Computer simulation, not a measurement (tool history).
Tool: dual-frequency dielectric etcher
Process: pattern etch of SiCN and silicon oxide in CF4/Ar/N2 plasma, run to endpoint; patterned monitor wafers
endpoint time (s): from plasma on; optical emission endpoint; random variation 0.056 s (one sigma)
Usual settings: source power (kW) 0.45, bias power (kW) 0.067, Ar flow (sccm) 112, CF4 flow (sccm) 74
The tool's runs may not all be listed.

run    hour  source power (kW)  bias power (kW)  Ar flow (sccm)  CF4 flow (sccm)  incoming incoming film thickness, nm  endpoint time (s)
  1       0               0.45            0.067             112               74                                 11.88               13.1
  2    90.8               0.45            0.067             112               74                                 11.75               12.9
  3   197.9               0.45            0.067             112               74                                 11.88               13.2
  4     302               0.45            0.067             112               74                                  11.8               13.2
      399.5  -- wet clean of the chamber
        405  -- bias power generator calibrated
  5   406.3               0.45            0.067             112               74                                 11.85                 13
  6     500               0.45            0.067             112               74                                 11.76                 13
      562.6  -- upper electrode replaced
  7   598.3               0.45            0.067             112               74                                 11.87               13.2
  8   698.3               0.45            0.067             112               74                                 11.89               13.3
  9   766.6               0.45            0.067             112               74                                 11.79               13.1
      810.9  -- source power generator calibrated
      813.8  -- Ar flow controller replaced
 10   836.7               0.45            0.067              99               74                                 11.87               12.9
      871.3  -- wet clean of the chamber
 11   941.5               0.45            0.067             112               74                                 11.88               13.1
 12   998.2               0.45            0.072             126               74                                 11.78               12.7
 13  1070.8               0.51            0.055             112               90                                 11.85               12.2
     1107.8  -- CF4 flow controller replaced
 14  1148.2               0.45            0.072             112               74                                 11.85               12.6
 15  1229.9               0.45            0.067             112               74                                 11.86               13.1
 16  1299.8               0.34            0.067             112               59                                 11.88               19.1
     1353.6  -- wet clean of the chamber
 17  1354.1               0.52            0.054             138               82                                 11.89               12.7
 18  1394.2               0.45            0.067             112               60                                 11.89               13.6
 19  1436.1               0.45            0.067             112               82                                 11.93               12.8
 20  1474.4               0.53            0.078             112               86                                 11.83                9.8
 21  1527.1               0.45             0.06             112               74                                 11.93                 14
 22  1621.9               0.48            0.067             124               80                                 11.95               12.3
 23  1668.4               0.45            0.067             112               74                                 11.86               13.1

5 ways to go on from here, each from the tool as it stands after run 23. What would each give?
  A  1668.8               0.45            0.067             112               85                                 11.88                  ?
  B  1668.8               0.41            0.063              98               86                                 11.88                  ?
  C  1668.8               0.53            0.083             112               69                                 11.88                  ?
  D  1668.8               0.49            0.058              95               81                                 11.88                  ?
  E  1668.8               0.48            0.077             128               67                                 11.88                  ?

run  endpoint time (s)
  A               12.9
  B               14.5
  C                9.9
  D               12.4
  E               11.8
Without the tool's hidden state the same runs would have given:
run  endpoint time (s)
  A               12.8
  B               14.4
  C                9.9
  D               12.3
  E               11.7
